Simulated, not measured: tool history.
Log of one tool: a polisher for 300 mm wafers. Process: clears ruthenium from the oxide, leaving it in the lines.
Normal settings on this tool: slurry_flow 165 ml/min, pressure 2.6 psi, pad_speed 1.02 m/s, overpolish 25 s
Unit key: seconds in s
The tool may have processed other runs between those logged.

run,hour,slurry_flow,pressure,pad_speed,overpolish,wafers since the last listed run,wafers polished on this pad,hours since the slurry nozzle was cleaned,hours since the head pressure was calibrated,"incoming thickness of the incoming film, nm",seconds
1,0.0,165,2.6,0.74,25,0,1470,351.9,317.8,187.7,175.9
2,80.5,165,2.6,1.26,25,496,1967,432.4,398.3,191.9,105.4
3,185.1,165,2.6,1.26,25,645,2612,537.0,502.9,187.1,103.1
# hour 250.0: slurry nozzle cleaned
4,373.9,165,2.6,1.02,25,1158,3770,123.9,691.7,186.3,124.7
# hour 413.2: worn pad replaced by a new one
5,436.7,165,2.6,1.02,25,362,144,186.7,754.5,193.0,126.7
# hour 500.0: head pressure recalibrated
6,519.4,165,2.0,1.02,25,497,642,269.4,19.4,188.5,153.1
7,561.5,165,2.0,1.02,25,259,902,311.5,61.5,188.5,150.8
8,620.3,165,2.4,1.02,25,362,1264,370.3,120.3,188.5,135.1
9,672.7,165,2.4,1.02,25,323,1587,422.7,172.7,190.7,130.2
10,737.8,165,2.6,1.02,35,401,1989,487.8,237.8,188.5,132.0
# hour 780.9: slurry nozzle cleaned
11,831.2,165,2.6,1.02,35,569,2559,50.3,331.2,188.8,124.9
12,916.3,165,2.6,1.02,25,524,3083,135.4,416.3,189.1,125.1
13,1022.2,165,2.6,1.02,25,653,3736,241.3,522.2,190.7,125.8
# hour 1042.5: worn pad replaced by a new one
14,1119.5,165,2.6,1.02,25,575,474,338.6,619.5,189.2,124.2
15,1183.3,165,2.6,1.02,25,393,868,402.4,683.3,194.2,127.5
16,1289.3,165,2.6,1.02,25,653,1521,508.4,789.3,189.4,125.5
# hour 1300.2: slurry nozzle cleaned
# hour 1322.7: head pressure recalibrated
17,1366.3,130,2.6,1.02,25,456,1978,66.1,43.6,191.1,137.3
18,1427.1,165,3.3,1.02,39,374,2353,126.9,104.4,189.5,111.0
19,1466.4,165,2.6,1.02,25,242,2595,166.2,143.7,189.8,129.0
20,1527.3,165,1.8,1.02,25,375,2970,227.1,204.6,189.2,157.1
21,1592.2,165,2.6,1.02,25,400,3371,292.0,269.5,187.5,123.8
# hour 1667.5: worn pad replaced by a new one
22,1669.2,165,3.0,1.02,33,450,10,369.0,346.5,189.8,115.4
23,1726.0,130,2.6,1.02,25,350,360,425.8,403.3,185.9,123.0
24,1791.1,165,2.6,1.02,25,401,761,490.9,468.4,189.5,128.6
25,1898.7,165,2.6,1.02,25,663,1425,598.5,576.0,189.9,124.5
# hour 1926.1: slurry nozzle cleaned
26,2057.7,165,3.5,1.02,25,974,2399,131.6,735.0,191.1,106.4
27,2158.2,125,2.2,1.02,25,619,3019,232.1,835.5,190.2,149.1
# hour 2195.0: head pressure recalibrated
# hour 2228.9: worn pad replaced by a new one
28,2235.4,165,2.6,1.02,25,439,40,309.3,40.4,189.1,136.8
29,2316.7,205,2.6,1.02,25,501,541,390.6,121.7,186.2,125.3
30,2398.3,110,2.6,1.02,32,503,1044,472.2,203.3,190.4,138.5
# hour 2433.1: slurry nozzle cleaned
31,2464.0,165,2.6,1.02,25,398,1443,30.9,269.0,188.0,125.5
32,2516.8,205,2.6,1.16,38,325,1769,83.7,321.8,188.6,108.0

Run 33 is up next; what results do you expect?
33,2580.0,165,3.3,1.02,25,389,2158,146.9,385.0,188.5,?

Run 33 yielded seconds 108.3 s.
With the hidden condition absent and the run-to-run variation left alone, this run would have shown seconds 115.1 s.
